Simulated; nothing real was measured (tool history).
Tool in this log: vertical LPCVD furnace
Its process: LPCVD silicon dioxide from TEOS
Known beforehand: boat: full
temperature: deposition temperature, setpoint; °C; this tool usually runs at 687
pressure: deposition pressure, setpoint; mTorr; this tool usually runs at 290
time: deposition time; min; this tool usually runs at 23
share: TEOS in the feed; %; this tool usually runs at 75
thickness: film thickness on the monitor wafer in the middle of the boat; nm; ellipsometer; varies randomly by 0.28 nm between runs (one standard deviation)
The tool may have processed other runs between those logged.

| run | day | temperature | pressure | time | share | read-back reference wafer on the same gauge, thickness | thickness |
|---|---|---|---|---|---|---|---|
| 1 | 0 | 687 | 290 | 23 | 85 | 123.03 | 147.37 |
| 2 | 0.838 | 687 | 290 | 23 | 85 | 122.97 | 147.79 |
| 3 | 1.633 | 687 | 290 | 23 | 75 | 122.95 | 138.76 |
| 4 | 3.083 | 687 | 290 | 23 | 75 | 123.12 | 139.5 |
| 5 | 3.888 | 687 | 290 | 23 | 75 | 123.13 | 139.02 |
| 6 | 5.05 | 695 | 290 | 23 | 75 | 122.99 | 168.53 |
| 7 | 6.271 | 695 | 290 | 23 | 75 | 123.03 | 168.41 |
| 8 | 7.454 | 695 | 290 | 23 | 75 | 123.02 | 167.89 |

Run 9, settings as shown, results not yet in. Your forecast:
| 9 | 8.671 | 687 | 240 | 23 | 88 | ? | ? |

{"run 9": {"read-back reference wafer on the same gauge, thickness": 122.98, "thickness": 137.58}}
With the hidden condition absent and the run-to-run variation left alone, this run would have shown thickness 124.96 nm.
